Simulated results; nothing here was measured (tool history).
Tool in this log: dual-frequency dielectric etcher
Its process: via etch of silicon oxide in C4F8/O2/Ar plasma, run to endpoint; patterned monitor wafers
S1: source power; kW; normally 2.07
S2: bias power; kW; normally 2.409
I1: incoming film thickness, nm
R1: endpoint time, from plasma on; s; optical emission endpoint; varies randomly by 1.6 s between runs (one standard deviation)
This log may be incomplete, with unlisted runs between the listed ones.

run	hour	S1	S2	I1	R1
1	0	2.19	2.644	1160	195.4
2	46.4	2.19	2.644	1150.1	196.9
3	115.1	2.19	2.644	1142.2	196.5
# hour 177.2: wet clean of the chamber
4	219.3	1.66	2.409	1137.4	209.7
5	308	1.66	2.409	1148.6	216
6	403.7	1.66	2.409	1141	213.8
7	498.9	2.07	2.409	1141.7	204.2
# hour 570.3: source power generator calibrated
8	598.3	2.07	2.409	1149.2	206.5
9	659.9	1.66	2.191	1139.4	227
# hour 743.2: wet clean of the chamber
10	743.7	1.66	2.191	1152.4	222.2
11	787.1	2.42	2.409	1151.3	195.3
12	882.4	2.42	2.409	1155.7	197
13	954.5	2.07	2.409	1130.2	201.2
14	999.1	2.07	2.409	1153.4	204.3
# hour 1300.8: upper electrode replaced
15	1306	2.07	2.409	1139	207.3
16	1353.3	2.19	2.644	1151.4	202.6
# hour 1428.8: wet clean of the chamber
17	1429.3	2.07	2.409	1154.6	204.7
18	1490.7	2.07	2.409	1158	205.9
# hour 1538.1: bias power generator calibrated
19	1543.9	2.07	2.688	1156.2	198.3
20	1621.1	1.61	2.409	1141.8	216.3
21	1696	1.92	2.569	1155.6	207.1
22	1754.9	1.77	2.603	1154.7	209.1
23	1855.4	2.07	2.409	1148.3	209.2
24	1923.3	1.82	2.766	1147.6	205.9
25	1960	2.07	2.409	1151.7	207.8
# hour 2031.7: wet clean of the chamber
26	2049	1.71	2.052	1144.8	224.5
27	2093.2	1.66	2.878	1151.3	205.5
28	2150.5	2.07	2.409	1161.2	203.9
29	2233.3	1.64	2.156	1162.7	228.7
30	2341.1	2.52	2.763	1145.6	184.6
31	2423	2.07	2.101	1146.9	215.2
32	2471.3	2.07	2.409	1150	208.8
33	2511.5	2.07	2.211	1142	215.6
34	2614.9	2.26	2.901	1140.3	189.3
35	2662.3	1.64	2.156	1138.9	232.2
36	2716	2.37	2.409	1162.4	207.9

What if the next run were any one of these 3? Each begins from the tool's condition after run 36:
A	2716.5	1.65	2.409	1150.3	?
B	2716.5	2.51	1.863	1150.3	?
C	2716.5	1.56	1.854	1150.3	?

run	R1
A	225.4
B	219.5
C	250.3
Without the tool's unlogged condition, the same runs would have read:
run	R1
A	215.2
B	209.6
C	239.1
